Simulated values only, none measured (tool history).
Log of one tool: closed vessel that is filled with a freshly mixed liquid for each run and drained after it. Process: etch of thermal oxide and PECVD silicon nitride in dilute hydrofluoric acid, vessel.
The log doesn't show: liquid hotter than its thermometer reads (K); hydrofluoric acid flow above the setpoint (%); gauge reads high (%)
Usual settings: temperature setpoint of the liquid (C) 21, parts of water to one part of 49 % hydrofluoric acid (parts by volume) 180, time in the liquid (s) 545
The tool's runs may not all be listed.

run,day,temperature setpoint of the liquid (C),parts of water to one part of 49 % hydrofluoric acid (parts by volume),time in the liquid (s),wafers since the last listed run,hours since the thermometer was replaced,hours since the hydrofluoric acid flow meter was replaced,hours since the gauge calibration,"read-back film thickness of the thermal oxide reference wafer, read on the same gauge (nm)","read-back film thickness of the PECVD silicon nitride reference wafer, read on the same gauge (nm)",thickness taken off the thermal oxide on a monitor wafer (angstrom),thickness taken off the PECVD silicon nitride on a monitor wafer (angstrom)
1,0,21,180,545,0,1303.8,2191.1,744.1,30.02,50,146.6,62.8
2,0.796,21,180,545,1709,1322.9,2210.2,763.2,29.98,50.05,149.9,63
3,2.283,21,205,545,3194,1358.6,2245.9,798.9,30.02,50.03,127.2,55.5
4,3.746,21,180,545,3141,1393.7,2281,834,30,50.03,148.1,62.9
# day 4.5: hydrofluoric acid flow meter replaced
# day 4.571: thermometer replaced
# day 5.079: gauge calibrated
5,5.204,21,230,545,2953,15.2,16.9,3,30.01,50,96.8,44.3
6,5.796,22,180,755,1270,29.4,31.1,17.2,30,50,187.5,83
7,6.896,22,180,755,2362,55.8,57.5,43.6,30.01,50.02,185.4,84.2
8,8,21,180,385,2371,82.3,84,70.1,29.99,49.97,91.6,40.3
9,9.092,21,215,405,2344,108.5,110.2,96.3,29.98,50.01,78.6,35
10,10.171,21,215,405,2317,134.4,136.1,122.2,30.01,50,78.3,35.4
11,10.892,21,150,545,1548,151.7,153.4,139.5,30,50.01,164.5,67.2
12,11.883,21,250,545,2129,175.5,177.2,163.3,30.01,49.99,88.6,41.3
13,12.808,22.5,180,870,1986,197.7,199.4,185.5,29.98,49.97,221.7,99.3
14,13.433,17,255,695,1342,212.7,214.4,200.5,29.98,50,95.7,39.4
15,14.221,21,180,545,1691,231.6,233.3,219.4,30.05,50,131,56.8
16,16.646,21,180,680,5208,289.8,291.5,277.6,30.02,50,166.1,70.4
17,17.171,21,230,545,1127,302.4,304.1,290.2,29.98,50.06,98.6,45.4
18,18.142,21,215,405,2085,325.7,327.4,313.5,30,50.01,79.8,35.5
19,18.983,17,180,225,1807,345.9,347.6,333.7,30,50.01,46.5,18.1
20,19.646,21,155,245,1422,361.8,363.5,349.6,30.01,50.02,70.7,29.9
21,20.579,21,180,545,2004,384.2,385.9,372,30.03,49.96,133.9,56.8
22,21.246,21,225,545,1431,400.2,401.9,388,30.01,50,101.6,46.7
23,22.308,22.5,135,545,2282,425.7,427.4,413.5,29.99,50.01,197.3,83.1
24,22.942,21,205,545,1360,440.9,442.6,428.7,29.97,50.05,113.6,51
25,23.604,21,180,865,1422,456.8,458.5,444.6,30.04,50.01,211.8,92
26,24.846,21,240,545,2666,486.6,488.3,474.4,30,50.04,95.1,44.5
27,25.825,25.5,145,765,2103,510.1,511.8,497.9,30.03,50,288.2,134.6

3 ways to go on from here, each from the tool as it stands after run 27. What would each give?
A,25.858,21,180,545,71,510.9,512.6,498.7,?,?,?,?
B,25.858,21,125,545,71,510.9,512.6,498.7,?,?,?,?
C,25.858,21,180,640,71,510.9,512.6,498.7,?,?,?,?

run,"read-back film thickness of the thermal oxide reference wafer, read on the same gauge (nm)","read-back film thickness of the PECVD silicon nitride reference wafer, read on the same gauge (nm)",thickness taken off the thermal oxide on a monitor wafer (angstrom),thickness taken off the PECVD silicon nitride on a monitor wafer (angstrom)
A,29.97,49.95,135.3,57.1
B,29.97,49.95,206.1,81.5
C,29.97,49.95,158.9,67
Without the tool's hidden state the same runs would have given:
run,thickness taken off the thermal oxide on a monitor wafer (angstrom),thickness taken off the PECVD silicon nitride on a monitor wafer (angstrom)
A,128.1,54.6
B,195.6,78
C,150.5,64.1
